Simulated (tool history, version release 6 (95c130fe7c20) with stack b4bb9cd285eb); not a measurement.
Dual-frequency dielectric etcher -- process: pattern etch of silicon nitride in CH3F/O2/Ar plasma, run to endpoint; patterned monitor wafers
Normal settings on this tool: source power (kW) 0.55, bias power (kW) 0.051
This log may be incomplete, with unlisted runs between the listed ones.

run	hour	source power (kW)	bias power (kW)	wafers since the last listed run	hours since the last wet clean	hours since the last source power generator calibration	hours since the last bias power generator calibration	hours since the last upper electrode change	incoming incoming film thickness, nm	endpoint time (s)
1	0	0.6	0.051	0	185.9	3386.1	4545.4	4891.7	37.33	48.9
2	30.5	0.55	0.051	250	216.4	3416.6	4575.9	4922.2	36.99	50.8
3	43	0.55	0.051	102	228.9	3429.1	4588.4	4934.7	36.93	50.9
4	76.7	0.55	0.051	276	262.6	3462.8	4622.1	4968.4	36.8	50.6
5	91.1	0.55	0.051	118	277	3477.2	4636.5	4982.8	37.03	50.9
6	103.3	0.55	0.051	100	289.2	3489.4	4648.7	4995	37.16	51.5
7	129	0.65	0.051	211	314.9	3515.1	4674.4	5020.7	36.95	47.1
8	210.6	0.55	0.051	669	396.5	3596.7	4756	5102.3	36.73	50.9
9	234.8	0.55	0.051	198	420.7	3620.9	4780.2	5126.5	36.71	51.2
10	269.7	0.65	0.047	286	455.6	3655.8	4815.1	5161.4	36.94	49.3
11	302.9	0.43	0.038	272	488.8	3689	4848.3	5194.6	37.24	66.9
# hour 311.7: bias power generator calibrated
12	316.5	0.55	0.051	78	502.4	3702.6	4.8	5208.2	37.02	52.1
13	337.1	0.67	0.064	169	523	3723.2	25.4	5228.8	37.05	43.7
# hour 354.9: source power generator calibrated
14	371.5	0.49	0.06	249	557.4	16.6	59.8	5263.2	37.18	52.2
15	391.3	0.63	0.051	162	577.2	36.4	79.6	5283	37.22	49
# hour 430.1: wet clean of the chamber
# hour 435.2: upper electrode replaced
16	435.7	0.55	0.041	125	5.6	80.8	124	0.5	36.62	52.6
17	519.3	0.6	0.06	686	89.2	164.4	207.6	84.1	36.75	43.7
18	550.3	0.55	0.051	254	120.2	195.4	238.6	115.1	36.99	49.6

Below, each run's measurement less what the same run would have read without the hidden state. Both values contain the same run-to-run variation, but the gauge's scatter may not be the same in both:
The hidden state here: etch rate over this chamber's usual, %; source power that arrives over what is set, %; bias power that arrives over what is set, %.
run	endpoint time (s)
1	+1
2	+1.2
3	+1.2
4	+1.4
5	+1.4
6	+1.5
7	+1.4
8	+1.9
9	+2
10	+2.1
11	+3
12	+2.5
13	+2.1
14	+2.7
15	+2.6
16	-0.7
17	-0.2
18	-0.2
